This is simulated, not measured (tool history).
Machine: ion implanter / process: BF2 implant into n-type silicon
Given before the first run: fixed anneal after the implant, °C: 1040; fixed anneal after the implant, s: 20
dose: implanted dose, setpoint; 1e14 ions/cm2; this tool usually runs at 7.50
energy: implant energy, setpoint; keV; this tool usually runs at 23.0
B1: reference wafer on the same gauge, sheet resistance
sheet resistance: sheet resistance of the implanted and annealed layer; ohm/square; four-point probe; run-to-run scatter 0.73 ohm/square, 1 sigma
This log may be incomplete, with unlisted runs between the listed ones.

Run 1, hour 0.0: usual settings but energy 24.5 keV; B1 180.01. Result: sheet resistance 173.18 ohm/square.
Run 2, hour 57.6: usual settings but energy 24.5 keV; B1 180.16. Result: sheet resistance 173.13 ohm/square.
Run 3, hour 81.6: usual settings but energy 24.5 keV; B1 179.89. Result: sheet resistance 171.95 ohm/square.
Run 4, hour 111.2: usual settings; B1 179.84. Result: sheet resistance 174.22 ohm/square.
Run 5, hour 149.0: usual settings; B1 180.07. Result: sheet resistance 174.07 ohm/square.
Run 6, hour 175.7: usual settings but dose 8.19 1e14 ions/cm2; B1 179.94. Result: sheet resistance 163.44 ohm/square.
Run 7, hour 251.9: usual settings but dose 8.19 1e14 ions/cm2; B1 179.72. Result: sheet resistance 163.87 ohm/square.
Run 8, hour 276.6: usual settings but dose 8.19 1e14 ions/cm2; B1 179.94. Result: sheet resistance 163.54 ohm/square.
Run 9, hour 313.2: usual settings but energy 26.0 keV; B1 180.03. Result: sheet resistance 171.22 ohm/square.
Run 10, hour 353.0: usual settings; B1 180.28. Result: sheet resistance 173.63 ohm/square.
At hour 405.5: gauge calibrated.
Run 11, hour 408.0: usual settings; B1 180.06. Result: sheet resistance 173.82 ohm/square.
Run 12, hour 478.6: usual settings; B1 180.08. Result: sheet resistance 174.75 ohm/square.
Run 13, hour 516.1: usual settings but dose 6.02 1e14 ions/cm2, energy 18.5 keV; B1 180.17. Result: sheet resistance 212.52 ohm/square.
Run 14, hour 572.4: usual settings; B1 180.19. Result: sheet resistance 174.10 ohm/square.
At hour 602.7: Faraday cup replaced and dose calibrated.
Run 15, hour 622.3: usual settings but dose 9.56 1e14 ions/cm2, energy 28.0 keV; B1 179.85. Result: sheet resistance 141.69 ohm/square.
Run 16, hour 658.5: usual settings but dose 6.10 1e14 ions/cm2, energy 18.5 keV; B1 180.32. Result: sheet resistance 211.27 ohm/square.
Run 17, hour 710.5: usual settings but dose 5.58 1e14 ions/cm2, energy 17.5 keV; B1 179.80. Result: sheet resistance 227.63 ohm/square.

Run 18 is up next; what results do you expect?
At hour 741.7: extraction supply calibrated.
Run 18, hour 769.1: usual settings but dose 8.08 1e14 ions/cm2; B1 ?. Result: sheet resistance ?.

Run 18 came out at B1 180.06, sheet resistance 164.84 ohm/square.
With no hidden state in the tool, this same run would have given sheet resistance 164.84 ohm/square.
